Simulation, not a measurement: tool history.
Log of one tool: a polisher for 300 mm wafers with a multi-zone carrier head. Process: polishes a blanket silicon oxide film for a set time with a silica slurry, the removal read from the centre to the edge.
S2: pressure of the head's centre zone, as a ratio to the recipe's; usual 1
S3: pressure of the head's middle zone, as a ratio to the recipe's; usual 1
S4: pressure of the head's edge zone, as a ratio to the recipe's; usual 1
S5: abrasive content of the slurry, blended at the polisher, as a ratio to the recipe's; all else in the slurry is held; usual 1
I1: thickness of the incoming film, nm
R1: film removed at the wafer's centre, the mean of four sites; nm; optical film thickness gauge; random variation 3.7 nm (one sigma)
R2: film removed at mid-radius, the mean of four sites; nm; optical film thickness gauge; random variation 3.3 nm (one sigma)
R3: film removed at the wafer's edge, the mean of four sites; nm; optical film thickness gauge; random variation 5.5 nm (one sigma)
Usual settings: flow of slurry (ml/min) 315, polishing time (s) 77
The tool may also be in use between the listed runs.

Run 1, day 0: usual settings but flow of slurry (ml/min) 415, S3 0.92, S5 1.1; I1 879.6. Result: R1 380.9 nm, R2 361.7 nm, R3 395.7 nm.
At day 0.479: slurry nozzle cleaned.
At day 1.904: worn pad replaced by a new one.
Run 2, day 2.671: usual settings but polishing time (s) 56; I1 867.7. Result: R1 265.7 nm, R2 267.9 nm, R3 269.7 nm.
Run 3, day 5.171: usual settings; I1 873.2. Result: R1 365.9 nm, R2 370 nm, R3 373.8 nm.
Run 4, day 8.021: usual settings; I1 883.7. Result: R1 365.1 nm, R2 375.8 nm, R3 378.9 nm.
Run 5, day 11.854: usual settings but flow of slurry (ml/min) 350, S5 0.75; I1 860.6. Result: R1 296.8 nm, R2 298.8 nm, R3 305.7 nm.
Run 6, day 14.004: usual settings but flow of slurry (ml/min) 400, S2 0.89, S3 0.96; I1 873. Result: R1 351.3 nm, R2 358 nm, R3 377.6 nm.
Run 7, day 15.825: usual settings but S2 1.09; I1 864.4. Result: R1 385 nm, R2 364.7 nm, R3 378.6 nm.
Run 8, day 18.733: usual settings but S4 0.92, polishing time (s) 86; I1 876.8. Result: R1 405.3 nm, R2 409.5 nm, R3 396 nm.
Run 9, day 21.467: usual settings but flow of slurry (ml/min) 270, S2 0.89, S5 1.2, polishing time (s) 88; I1 875.7. Result: R1 422.6 nm, R2 452.5 nm, R3 471.9 nm.
Run 10, day 25.95: usual settings but S2 1.05, S3 0.95; I1 857.5. Result: R1 377.9 nm, R2 345.7 nm, R3 365.6 nm.
At day 26.229: worn pad replaced by a new one.
At day 28.125: carrier head's membrane replaced by a new one.
Run 11, day 28.146: usual settings but S2 0.88; I1 873.5. Result: R1 343.2 nm, R2 363.2 nm, R3 361.5 nm.
At day 31.288: edge zone pressure recalibrated.
Run 12, day 31.375: usual settings but flow of slurry (ml/min) 210, S2 0.95, S4 1.09, S5 1.25; I1 862.3. Result: R1 384.2 nm, R2 388.6 nm, R3 420.7 nm.
Run 13, day 33.021: usual settings but flow of slurry (ml/min) 375, S2 0.9, S3 0.91; I1 876.1. Result: R1 353.4 nm, R2 335.9 nm, R3 375.4 nm.
Run 14, day 35.512: usual settings; I1 864.7. Result: R1 360 nm, R2 355.3 nm, R3 367.8 nm.
At day 35.75: slurry nozzle cleaned.
Run 15, day 39.867: usual settings; I1 874.6. Result: R1 386.2 nm, R2 366.8 nm, R3 376.1 nm.
At day 40.712: centre zone pressure recalibrated.
Run 16, day 41.858: usual settings; I1 882.5. Result: R1 358.3 nm, R2 371.1 nm, R3 374.7 nm.
Run 17, day 45.1: usual settings but S2 0.91, S3 0.91, S4 1.03, S5 0.85; I1 861.6. Result: R1 306.4 nm, R2 305.6 nm, R3 337.4 nm.
At day 48.696: worn pad replaced by a new one.
Run 18, day 48.717: usual settings; I1 875. Result: R1 362.9 nm, R2 369.5 nm, R3 369.1 nm.
Run 19, day 50.933: usual settings; I1 875.1. Result: R1 352.3 nm, R2 364.6 nm, R3 375.5 nm.
Run 20, day 54.188: usual settings but flow of slurry (ml/min) 205, S2 1.12, S3 1.08, S4 0.97; I1 873.6. Result: R1 369.9 nm, R2 375.8 nm, R3 361.4 nm.

5 ways to go on from here, each from the tool as it stands after run 20. What would each give?
Run A, day 54.204: usual settings but flow of slurry (ml/min) 245; I1 854.3. Result: R1 ?, R2 ?, R3 ?.
Run B, day 54.204: usual settings but S3 0.94, S5 0.75; I1 854.3. Result: R1 ?, R2 ?, R3 ?.
Run C, day 54.204: usual settings but flow of slurry (ml/min) 285, S5 0.8, polishing time (s) 103; I1 854.3. Result: R1 ?, R2 ?, R3 ?.
Run D, day 54.204: usual settings but flow of slurry (ml/min) 275, S3 0.94, S4 1.04, S5 1.25; I1 854.3. Result: R1 ?, R2 ?, R3 ?.
Run E, day 54.204: usual settings but flow of slurry (ml/min) 285; I1 854.3. Result: R1 ?, R2 ?, R3 ?.

run     R1     R2     R3
  A  352.3  360.1  368.4
  B  289.6  280.4  300.9
  C  406.2  414.6  422.8
  D  403.4  391.2    429
  E  357.2  364.6  371.9
Without the tool's hidden state the same runs would have given:
run     R1     R2     R3
  A  358.7  368.3  374.6
  B  293.7  285.8  305.3
  C  412.7  423.1  429.4
  D    410  399.4  435.8
  E  362.9  372.1  377.6
